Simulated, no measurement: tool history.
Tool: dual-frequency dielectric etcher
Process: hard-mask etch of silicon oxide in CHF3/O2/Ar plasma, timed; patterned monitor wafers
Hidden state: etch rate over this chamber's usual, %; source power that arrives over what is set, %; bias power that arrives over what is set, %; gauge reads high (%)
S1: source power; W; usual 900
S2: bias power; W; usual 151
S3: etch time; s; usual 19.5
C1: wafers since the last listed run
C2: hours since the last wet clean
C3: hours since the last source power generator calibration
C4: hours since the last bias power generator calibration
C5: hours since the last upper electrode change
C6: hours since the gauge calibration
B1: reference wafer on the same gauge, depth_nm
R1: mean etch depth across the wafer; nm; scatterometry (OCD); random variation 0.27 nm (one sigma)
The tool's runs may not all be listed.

Run 1, hour 0: usual settings but S1 830 W; C1 0; C2 126.9; C3 1979.2; C4 1164.3; C5 2889.9; C6 953.3; B1 40.17. Result: R1 37.1 nm.
Run 2, hour 197: usual settings but S1 830 W; C1 2767; C2 323.9; C3 2176.2; C4 1361.3; C5 3086.9; C6 1150.3; B1 40.15. Result: R1 36.37 nm.
Run 3, hour 242.7: usual settings but S2 122 W; C1 642; C2 369.6; C3 2221.9; C4 1407; C5 3132.6; C6 1196; B1 40.05. Result: R1 36.03 nm.
Run 4, hour 281.1: usual settings but S2 122 W; C1 539; C2 408; C3 2260.3; C4 1445.4; C5 3171; C6 1234.4; B1 40.11. Result: R1 35.35 nm.
Run 5, hour 359.2: usual settings but S2 136 W; C1 1097; C2 486.1; C3 2338.4; C4 1523.5; C5 3249.1; C6 1312.5; B1 39.99. Result: R1 35.39 nm.
Run 6, hour 457.5: usual settings but S2 136 W; C1 1381; C2 584.4; C3 2436.7; C4 1621.8; C5 3347.4; C6 1410.8; B1 40.18. Result: R1 35.37 nm.
Run 7, hour 521.6: usual settings but S2 136 W; C1 900; C2 648.5; C3 2500.8; C4 1685.9; C5 3411.5; C6 1474.9; B1 40.01. Result: R1 35.15 nm.
At hour 547.2: wet clean of the chamber.
Run 8, hour 610.3: usual settings; C1 909; C2 63.1; C3 2589.5; C4 1774.6; C5 3500.2; C6 1563.6; B1 40.08. Result: R1 38.77 nm.
At hour 642.4: bias power generator calibrated.
Run 9, hour 695.6: usual settings; C1 1142; C2 148.4; C3 2674.8; C4 53.2; C5 3585.5; C6 1648.9; B1 40.13. Result: R1 38.01 nm.
At hour 704.4: gauge calibrated.
At hour 794.3: upper electrode replaced.
Run 10, hour 794.8: usual settings; C1 1056; C2 247.6; C3 2774; C4 152.4; C5 0.5; C6 90.4; B1 40.1. Result: R1 38.3 nm.
At hour 805.1: source power generator calibrated.
Run 11, hour 899.5: usual settings; C1 1414; C2 352.3; C3 94.4; C4 257.1; C5 105.2; C6 195.1; B1 40.17. Result: R1 37.1 nm.
Run 12, hour 936.8: usual settings but S2 138 W, S3 22 s; C1 524; C2 389.6; C3 131.7; C4 294.4; C5 142.5; C6 232.4; B1 40.2. Result: R1 41.26 nm.
Run 13, hour 1029: usual settings but S1 960 W, S2 170 W, S3 25.5 s; C1 1295; C2 481.8; C3 223.9; C4 386.6; C5 234.7; C6 324.6; B1 40.07. Result: R1 51.01 nm.
Run 14, hour 1111.9: usual settings but S1 1110 W, S2 123 W, S3 16 s; C1 1164; C2 564.7; C3 306.8; C4 469.5; C5 317.6; C6 407.5; B1 40.11. Result: R1 30.36 nm.
At hour 1153.9: wet clean of the chamber.
Run 15, hour 1161.6: usual settings; C1 361; C2 7.7; C3 356.5; C4 519.2; C5 367.3; C6 457.2; B1 40.06. Result: R1 38.89 nm.
Run 16, hour 1265.2: usual settings but S1 740 W, S2 184 W, S3 14 s; C1 1455; C2 111.3; C3 460.1; C4 622.8; C5 470.9; C6 560.8; B1 40.2. Result: R1 27.52 nm.
Run 17, hour 1355.5: usual settings; C1 1268; C2 201.6; C3 550.4; C4 713.1; C5 561.2; C6 651.1; B1 40.25. Result: R1 37.13 nm.
Run 18, hour 1462.7: usual settings; C1 1506; C2 308.8; C3 657.6; C4 820.3; C5 668.4; C6 758.3; B1 40.09. Result: R1 37.32 nm.
Run 19, hour 1503.3: usual settings but S1 1030 W, S2 123 W, S3 21.5 s; C1 570; C2 349.4; C3 698.2; C4 860.9; C5 709; C6 798.9; B1 40.04. Result: R1 40.77 nm.
Run 20, hour 1566.9: usual settings but S1 1080 W, S2 170 W, S3 21.5 s; C1 893; C2 413; C3 761.8; C4 924.5; C5 772.6; C6 862.5; B1 40.12. Result: R1 44.15 nm.

Forecast each of these 3 alternatives for the next run:
Run A, hour 1567.3: usual settings but S2 126 W; C1 5; C2 413.4; C3 762.2; C4 924.9; C5 773; C6 862.9; B1 ?. Result: R1 ?.
Run B, hour 1567.3: usual settings but S1 1110 W, S3 15.5 s; C1 5; C2 413.4; C3 762.2; C4 924.9; C5 773; C6 862.9; B1 ?. Result: R1 ?.
Run C, hour 1567.3: usual settings but S3 16.5 s; C1 5; C2 413.4; C3 762.2; C4 924.9; C5 773; C6 862.9; B1 ?. Result: R1 ?.

run     B1     R1
  A  40.09  35.78
  B  40.09  31.43
  C  40.09  31.53
Without the tool's hidden state the same runs would have given:
run     R1
  A  37.36
  B  32.82
  C  32.93
